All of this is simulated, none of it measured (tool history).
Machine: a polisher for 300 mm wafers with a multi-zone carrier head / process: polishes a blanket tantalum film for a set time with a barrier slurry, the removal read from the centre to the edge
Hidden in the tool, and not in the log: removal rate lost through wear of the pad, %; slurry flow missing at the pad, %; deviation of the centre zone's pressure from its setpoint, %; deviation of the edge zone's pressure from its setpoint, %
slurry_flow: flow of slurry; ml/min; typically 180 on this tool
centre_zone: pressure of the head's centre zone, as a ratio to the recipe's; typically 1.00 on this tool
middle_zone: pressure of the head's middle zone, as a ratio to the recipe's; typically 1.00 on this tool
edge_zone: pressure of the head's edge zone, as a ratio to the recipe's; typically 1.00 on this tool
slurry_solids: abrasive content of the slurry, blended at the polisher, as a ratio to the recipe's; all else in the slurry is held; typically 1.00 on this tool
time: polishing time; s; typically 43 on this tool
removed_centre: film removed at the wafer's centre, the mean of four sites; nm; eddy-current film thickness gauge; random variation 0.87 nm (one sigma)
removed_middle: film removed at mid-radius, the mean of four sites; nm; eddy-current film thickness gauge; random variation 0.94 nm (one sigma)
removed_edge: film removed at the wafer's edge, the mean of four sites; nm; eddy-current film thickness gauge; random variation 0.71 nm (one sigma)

run   hour  slurry_flow  centre_zone  middle_zone  edge_zone  slurry_solids  time  wafers since the last listed run  wafers polished on this pad  hours since the slurry nozzle was cleaned  hours since the centre zone pressure was calibrated  hours since the edge zone pressure was calibrated  hours since the carrier head's membrane was replaced  incoming thickness of the incoming film, nm  removed_centre  removed_middle  removed_edge
  1    0.0          180         1.00         0.95       1.00           1.00    43                                 0                         1173                                      599.5                                                939.0                                              332.5                                                1133.0                                        218.4            55.1            52.7          54.3
  2   11.3          180         1.00         1.00       1.00           1.10    43                               111                         1285                                      610.8                                                950.3                                              343.8                                                1144.3                                        219.9            54.3            56.1          54.8
      22.3  -- worn pad replaced by a new one
  3   28.8          180         1.00         1.08       1.00           1.00    43                               133                           64                                      628.3                                                967.8                                              361.3                                                1161.8                                        223.2            59.8            64.5          60.7
  4   41.0          180         1.00         1.08       1.00           1.00    43                               120                          185                                      640.5                                                980.0                                              373.5                                                1174.0                                        220.6            59.2            65.6          60.0
      44.1  -- edge zone pressure recalibrated
  5   54.5          180         1.00         1.00       1.00           0.75    43                               113                          299                                      654.0                                                993.5                                               10.4                                                1187.5                                        218.9            57.1            56.6          57.3
  6   67.6          150         1.00         1.00       1.00           1.25    49                               129                          429                                      667.1                                               1006.6                                               23.5                                                1200.6                                        218.4            66.3            67.3          67.2
  7   86.1          180         1.00         1.04       1.00           1.00    43                               183                          612                                      685.6                                               1025.1                                               42.0                                                1219.1                                        217.3            56.0            60.8          57.7
  8   96.5          200         1.00         1.00       1.00           1.00    57                               103                          715                                      696.0                                               1035.5                                               52.4                                                1229.5                                        219.3            74.5            78.8          73.8
  9  111.8          115         1.04         0.95       0.91           1.00    43                               151                          867                                      711.3                                               1050.8                                               67.7                                                1244.8                                        220.0            53.3            53.6          51.6
     119.4  -- slurry nozzle cleaned
 10  122.4          180         1.00         0.89       1.00           0.75    43                                95                          962                                        3.0                                               1061.4                                               78.3                                                1255.4                                        217.6            53.5            51.4          53.0
 11  133.1          180         1.00         1.00       1.00           1.00    43                               106                         1068                                       13.7                                               1072.1                                               89.0                                                1266.1                                        218.5            54.4            56.3          54.5
 12  144.3          180         1.00         1.00       1.00           1.00    43                               110                         1179                                       24.9                                               1083.3                                              100.2                                                1277.3                                        221.6            54.4            55.3          52.4
     156.1  -- worn pad replaced by a new one
 13  159.9          215         1.00         1.11       1.11           1.00    51                               114                           38                                       40.5                                               1098.9                                              115.8                                                1292.9                                        220.8            73.8            83.4          76.5
     163.5  -- centre zone pressure recalibrated
 14  170.3          180         1.09         0.93       0.92           1.00    50                                83                          121                                       50.9                                                  6.8                                              126.2                                                1303.3                                        220.4            75.5            70.5          67.8
     176.3  -- carrier head's membrane replaced by a new one
 15  179.5          205         1.00         1.00       1.03           1.00    43                                41                          162                                       60.1                                                 16.0                                              135.4                                                   3.2                                        218.8            61.1            60.8          61.8
 16  187.5          180         1.00         0.96       1.04           1.00    43                                79                          242                                       68.1                                                 24.0                                              143.4                                                  11.2                                        222.9            58.5            58.3          60.4
 17  203.4          180         1.03         1.00       1.00           1.00    39                               157                          399                                       84.0                                                 39.9                                              159.3                                                  27.1                                        218.6            54.5            53.1          54.0

For run 18, what comes out?
 18  210.8          180         1.00         1.00       1.00           1.00    43                                73                          473                                       91.4                                                 47.3                                              166.7                                                  34.5                                        216.9               ?               ?             ?

removed_centre: 57.0 nm
removed_middle: 59.2 nm
removed_edge: 58.7 nm
Without the tool's hidden state the same run would have given removed_centre 59.9 nm, removed_middle 62.3 nm, removed_edge 61.8 nm.
